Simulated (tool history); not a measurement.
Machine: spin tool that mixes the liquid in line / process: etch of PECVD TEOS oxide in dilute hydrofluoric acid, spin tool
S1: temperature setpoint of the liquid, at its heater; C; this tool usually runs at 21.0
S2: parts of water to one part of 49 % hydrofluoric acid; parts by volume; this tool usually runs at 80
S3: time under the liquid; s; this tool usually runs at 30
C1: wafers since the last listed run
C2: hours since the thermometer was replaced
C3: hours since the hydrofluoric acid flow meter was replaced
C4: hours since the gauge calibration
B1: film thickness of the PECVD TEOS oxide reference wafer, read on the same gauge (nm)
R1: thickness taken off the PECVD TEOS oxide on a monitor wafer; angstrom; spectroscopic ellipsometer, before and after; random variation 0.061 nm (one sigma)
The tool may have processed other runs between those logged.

| run | hour | S1 | S2 | S3 | C1 | C2 | C3 | C4 | B1 | R1 |
|---|---|---|---|---|---|---|---|---|---|---|
| 1 | 0.0 | 21.0 | 80 | 30 | 0 | 1104.2 | 708.5 | 1198.6 | 149.98 | 72.1 |
| 2 | 16.5 | 21.0 | 80 | 30 | 195 | 1120.7 | 725.0 | 1215.1 | 150.01 | 71.9 |
|  | 23.0 | gauge calibrated |
| 3 | 39.1 | 21.0 | 50 | 30 | 267 | 1143.3 | 747.6 | 16.1 | 150.02 | 118.2 |
| 4 | 71.6 | 21.0 | 50 | 30 | 385 | 1175.8 | 780.1 | 48.6 | 150.01 | 118.5 |
| 5 | 85.7 | 21.0 | 50 | 30 | 167 | 1189.9 | 794.2 | 62.7 | 150.00 | 118.6 |
| 6 | 100.4 | 21.0 | 90 | 45 | 174 | 1204.6 | 808.9 | 77.4 | 150.02 | 93.5 |
| 7 | 124.6 | 21.0 | 80 | 30 | 286 | 1228.8 | 833.1 | 101.6 | 150.00 | 70.5 |
| 8 | 139.1 | 21.0 | 80 | 30 | 171 | 1243.3 | 847.6 | 116.1 | 149.98 | 71.1 |
|  | 147.0 | thermometer replaced |
| 9 | 160.6 | 21.0 | 80 | 30 | 243 | 13.6 | 869.1 | 137.6 | 149.98 | 70.8 |
| 10 | 173.2 | 21.0 | 80 | 30 | 149 | 26.2 | 881.7 | 150.2 | 150.00 | 71.7 |
| 11 | 194.8 | 21.0 | 100 | 25 | 256 | 47.8 | 903.3 | 171.8 | 149.99 | 46.0 |
| 12 | 226.2 | 19.5 | 80 | 20 | 372 | 79.2 | 934.7 | 203.2 | 149.97 | 44.2 |
| 13 | 253.4 | 21.0 | 80 | 30 | 322 | 106.4 | 961.9 | 230.4 | 149.99 | 71.4 |
| 14 | 274.4 | 21.0 | 80 | 30 | 248 | 127.4 | 982.9 | 251.4 | 150.00 | 71.4 |
| 15 | 298.8 | 19.0 | 80 | 20 | 289 | 151.8 | 1007.3 | 275.8 | 150.03 | 43.0 |
| 16 | 314.3 | 23.5 | 60 | 45 | 183 | 167.3 | 1022.8 | 291.3 | 149.98 | 161.7 |
| 17 | 349.6 | 17.5 | 95 | 30 | 418 | 202.6 | 1058.1 | 326.6 | 149.99 | 51.3 |
| 18 | 372.3 | 21.0 | 80 | 30 | 269 | 225.3 | 1080.8 | 349.3 | 150.01 | 70.5 |
| 19 | 390.2 | 21.0 | 80 | 30 | 212 | 243.2 | 1098.7 | 367.2 | 149.96 | 71.0 |

Run 20 is up next; what results do you expect?
| 20 | 415.5 | 21.0 | 80 | 30 | 299 | 268.5 | 1124.0 | 392.5 | ? | ? |

B1: 149.98
R1: 69.7 angstrom
With the hidden condition absent and the run-to-run variation left alone, this run would have shown R1 75.0 angstrom.
